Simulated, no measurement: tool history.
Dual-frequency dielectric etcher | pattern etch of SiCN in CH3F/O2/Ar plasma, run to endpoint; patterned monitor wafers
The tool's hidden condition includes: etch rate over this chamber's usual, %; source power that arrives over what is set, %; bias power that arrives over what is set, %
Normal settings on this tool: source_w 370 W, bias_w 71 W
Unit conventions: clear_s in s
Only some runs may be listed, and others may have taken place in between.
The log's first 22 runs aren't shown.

run    hour  source_w  bias_w  wafers since the last listed run  hours since the last wet clean  hours since the last source power generator calibration  hours since the last bias power generator calibration  hours since the last upper electrode change  incoming incoming film thickness, nm  clear_s
 23   961.8       370      71                               545                           263.3                                                    210.5                                                  325.6                                       5047.8                                  9.71     25.4
 24   989.2       330      81                               403                           290.7                                                    237.9                                                  353.0                                       5075.2                                  9.64     25.1
 25  1045.7       370      71                               832                           347.2                                                    294.4                                                  409.5                                       5131.7                                  9.66     25.4
     1077.6  -- wet clean of the chamber
 26  1082.9       330      57                               194                             5.3                                                    331.6                                                  446.7                                       5168.9                                  9.61     30.9
     1157.3  -- upper electrode replaced
 27  1157.8       400      79                               750                            80.2                                                    406.5                                                  521.6                                          0.5                                  9.65     22.9
 28  1197.0       400      59                               577                           119.4                                                    445.7                                                  560.8                                         39.7                                  9.69     26.9
 29  1263.3       370      71                               977                           185.7                                                    512.0                                                  627.1                                        106.0                                  9.59     25.3
 30  1334.9       420      80                              1055                           257.3                                                    583.6                                                  698.7                                        177.6                                  9.50     21.8
 31  1367.9       400      64                               486                           290.3                                                    616.6                                                  731.7                                        210.6                                  9.53     25.5
     1418.9  -- wet clean of the chamber
 32  1485.3       430      55                              1376                            66.4                                                    734.0                                                  849.1                                        328.0                                  9.52     26.3
 33  1525.1       310      71                               586                           106.2                                                    773.8                                                  888.9                                        367.8                                  9.54     27.8

4 options for the next run, each taken on its own from the tool as it stands now. Forecast them:
  A  1525.5       460      71                                 5                           106.6                                                    774.2                                                  889.3                                        368.2                                  9.54        ?
  B  1525.5       400      84                                 5                           106.6                                                    774.2                                                  889.3                                        368.2                                  9.54        ?
  C  1525.5       400      86                                 5                           106.6                                                    774.2                                                  889.3                                        368.2                                  9.54        ?
  D  1525.5       450      82                                 5                           106.6                                                    774.2                                                  889.3                                        368.2                                  9.54        ?

run  clear_s
  A     22.2
  B     21.9
  C     21.6
  D     20.8
Stripped of hidden state, with their random variation kept, the same runs would have yielded:
run  clear_s
  A     22.2
  B     21.9
  C     21.6
  D     20.8
